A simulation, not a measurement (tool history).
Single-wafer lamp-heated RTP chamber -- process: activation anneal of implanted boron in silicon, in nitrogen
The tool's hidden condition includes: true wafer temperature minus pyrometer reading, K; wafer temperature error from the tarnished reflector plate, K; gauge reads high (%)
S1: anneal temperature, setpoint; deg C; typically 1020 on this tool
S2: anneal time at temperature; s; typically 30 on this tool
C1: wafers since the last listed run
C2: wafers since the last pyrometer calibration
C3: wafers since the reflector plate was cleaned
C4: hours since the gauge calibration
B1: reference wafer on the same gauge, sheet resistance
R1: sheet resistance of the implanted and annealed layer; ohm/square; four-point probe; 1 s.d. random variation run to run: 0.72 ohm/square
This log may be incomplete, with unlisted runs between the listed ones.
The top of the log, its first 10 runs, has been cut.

run	hour	S1	S2	C1	C2	C3	C4	B1	R1
# hour 594.0: gauge calibrated
# hour 600.7: pyrometer window cleaned and pyrometer calibrated
11	614.7	1020	30	456	140	6228	20.7	572.98	483.74
12	668.6	1020	30	542	683	6771	74.6	572.93	481.60
13	733.3	1020	30	651	1335	7423	139.3	572.92	482.82
14	780.0	1020	30	470	1805	7893	186.0	573.08	483.38
15	827.9	1020	30	482	2287	8376	233.9	572.85	481.95
16	892.6	1020	30	651	2939	9027	298.6	573.14	482.46
17	923.8	1020	30	314	3253	9341	329.8	572.84	481.71
18	962.1	1020	30	385	3639	9727	368.1	572.98	481.01
# hour 980.9: reflector plate cleaned
19	1024.4	1032	41	546	4186	437	430.4	572.82	477.80
20	1057.3	1031	44	331	4517	769	463.3	573.45	476.44
# hour 1069.7: pyrometer window cleaned and pyrometer calibrated
21	1117.4	1011	21	524	480	1294	523.4	572.67	485.20
22	1151.0	1012	39	338	818	1632	557.0	572.92	482.78
23	1219.7	1020	14	691	1510	2324	625.7	572.96	486.10
24	1282.9	996	43	636	2146	2960	688.9	572.97	483.14
25	1347.8	1020	30	653	2800	3614	753.8	573.15	481.66
26	1400.7	1004	23	532	3333	4147	806.7	573.33	485.47
27	1460.9	1020	30	606	3939	4753	866.9	572.95	480.87
28	1529.3	1045	14	688	4628	5442	935.3	572.94	484.93
29	1585.9	995	40	570	5198	6012	991.9	572.93	485.43
30	1619.6	1020	37	339	5538	6352	1025.6	573.31	478.69
# hour 1663.5: pyrometer window cleaned and pyrometer calibrated
31	1670.7	1020	30	434	72	6786	1076.7	573.19	481.74
32	1732.8	1035	44	625	697	7411	1138.8	573.38	475.77
# hour 1760.9: gauge calibrated
33	1775.6	1031	45	431	1128	7842	14.7	573.08	476.14
34	1831.7	1020	30	565	1693	8407	70.8	572.92	480.24

Run 35, settings as shown, results not yet in. Your forecast:
35	1888.0	1020	41	567	2261	8975	127.1	?	?

Run 35 yielded B1 573.24, R1 479.65 ohm/square.
With the hidden condition absent and the run-to-run variation left alone, this run would have shown R1 479.65 ohm/square.
